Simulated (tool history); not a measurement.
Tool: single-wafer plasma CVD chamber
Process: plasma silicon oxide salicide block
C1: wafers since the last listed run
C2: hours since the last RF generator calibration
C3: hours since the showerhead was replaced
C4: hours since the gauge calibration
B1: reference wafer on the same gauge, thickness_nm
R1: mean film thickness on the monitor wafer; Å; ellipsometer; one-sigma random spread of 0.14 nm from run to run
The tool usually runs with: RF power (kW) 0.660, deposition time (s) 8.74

Run 1, hour 0.0: usual settings; C1 0; C2 1150.3; C3 7027.0; C4 122.2; B1 108.854. Result: R1 948.80 Å.
Run 2, hour 10.4: usual settings but RF power (kW) 0.745; C1 290; C2 1160.7; C3 7037.4; C4 132.6; B1 108.894. Result: R1 978.41 Å.
Run 3, hour 27.4: usual settings but RF power (kW) 0.700; C1 474; C2 1177.7; C3 7054.4; C4 149.6; B1 109.003. Result: R1 960.73 Å.
Run 4, hour 45.3: usual settings but RF power (kW) 0.700; C1 499; C2 1195.6; C3 7072.3; C4 167.5; B1 108.951. Result: R1 962.32 Å.
Run 5, hour 59.3: usual settings but RF power (kW) 0.700; C1 390; C2 1209.6; C3 7086.3; C4 181.5; B1 109.079. Result: R1 962.31 Å.
Run 6, hour 71.9: usual settings; C1 351; C2 1222.2; C3 7098.9; C4 194.1; B1 109.036. Result: R1 950.00 Å.
At hour 84.3: RF generator calibrated.
Run 7, hour 84.8: usual settings; C1 136; C2 0.5; C3 7111.8; C4 207.0; B1 109.062. Result: R1 947.07 Å.
Run 8, hour 90.4: usual settings; C1 156; C2 6.1; C3 7117.4; C4 212.6; B1 109.053. Result: R1 949.30 Å.
At hour 101.1: showerhead replaced.
Run 9, hour 101.8: usual settings but RF power (kW) 0.590; C1 94; C2 17.5; C3 0.7; C4 224.0; B1 109.159. Result: R1 923.90 Å.
Run 10, hour 110.0: usual settings but RF power (kW) 0.590; C1 228; C2 25.7; C3 8.9; C4 232.2; B1 109.093. Result: R1 925.28 Å.
At hour 116.8: gauge calibrated.
Run 11, hour 124.4: usual settings but RF power (kW) 0.590; C1 401; C2 40.1; C3 23.3; C4 7.6; B1 108.256. Result: R1 919.27 Å.
Run 12, hour 131.0: usual settings but RF power (kW) 0.630; C1 184; C2 46.7; C3 29.9; C4 14.2; B1 108.339. Result: R1 932.52 Å.
Run 13, hour 141.4: usual settings but RF power (kW) 0.585, deposition time (s) 9.65; C1 290; C2 57.1; C3 40.3; C4 24.6; B1 108.367. Result: R1 1011.34 Å.
Run 14, hour 152.5: usual settings; C1 309; C2 68.2; C3 51.4; C4 35.7; B1 108.561. Result: R1 945.48 Å.
Run 15, hour 162.1: usual settings; C1 267; C2 77.8; C3 61.0; C4 45.3; B1 108.590. Result: R1 945.41 Å.
Run 16, hour 170.8: usual settings but RF power (kW) 0.610, deposition time (s) 7.54; C1 242; C2 86.5; C3 69.7; C4 54.0; B1 108.687. Result: R1 798.80 Å.
Run 17, hour 182.1: usual settings; C1 315; C2 97.8; C3 81.0; C4 65.3; B1 108.695. Result: R1 947.99 Å.
Run 18, hour 197.1: usual settings but RF power (kW) 0.745; C1 418; C2 112.8; C3 96.0; C4 80.3; B1 108.824. Result: R1 975.37 Å.
Run 19, hour 206.4: usual settings; C1 259; C2 122.1; C3 105.3; C4 89.6; B1 108.922. Result: R1 946.74 Å.
Run 20, hour 215.0: usual settings but RF power (kW) 0.725, deposition time (s) 10.26; C1 239; C2 130.7; C3 113.9; C4 98.2; B1 108.908. Result: R1 1134.80 Å.
Run 21, hour 221.8: usual settings but RF power (kW) 0.780, deposition time (s) 9.77; C1 189; C2 137.5; C3 120.7; C4 105.0; B1 108.958. Result: R1 1103.70 Å.
Run 22, hour 228.0: usual settings but RF power (kW) 0.745, deposition time (s) 8.02; C1 172; C2 143.7; C3 126.9; C4 111.2; B1 108.916. Result: R1 895.92 Å.
Run 23, hour 235.5: usual settings but RF power (kW) 0.585, deposition time (s) 8.14; C1 209; C2 151.2; C3 134.4; C4 118.7; B1 108.994. Result: R1 858.60 Å.
Run 24, hour 242.0: usual settings but RF power (kW) 0.775, deposition time (s) 7.61; C1 181; C2 157.7; C3 140.9; C4 125.2; B1 109.026. Result: R1 858.88 Å.
Run 25, hour 253.3: usual settings but RF power (kW) 0.745, deposition time (s) 9.50; C1 315; C2 169.0; C3 152.2; C4 136.5; B1 109.056. Result: R1 1061.32 Å.

5 ways to go on from here, each from the tool as it stands after run 25. What would each give?
Run A, hour 253.7: usual settings; C1 11; C2 169.4; C3 152.6; C4 136.9; B1 ?. Result: R1 ?.
Run B, hour 253.7: usual settings but RF power (kW) 0.780, deposition time (s) 7.11; C1 11; C2 169.4; C3 152.6; C4 136.9; B1 ?. Result: R1 ?.
Run C, hour 253.7: usual settings but RF power (kW) 0.535, deposition time (s) 10.19; C1 11; C2 169.4; C3 152.6; C4 136.9; B1 ?. Result: R1 ?.
Run D, hour 253.7: usual settings but deposition time (s) 10.36; C1 11; C2 169.4; C3 152.6; C4 136.9; B1 ?. Result: R1 ?.
Run E, hour 253.7: usual settings but RF power (kW) 0.585, deposition time (s) 10.28; C1 11; C2 169.4; C3 152.6; C4 136.9; B1 ?. Result: R1 ?.

run       B1       R1
  A  109.078   949.74
  B  109.078   803.97
  C  109.078  1055.47
  D  109.078  1125.78
  E  109.078  1086.42
With the hidden condition removed and each run's random variation left untouched, the same runs would have given:
run       R1
  A   940.59
  B   796.23
  C  1045.30
  D  1114.94
  E  1075.95
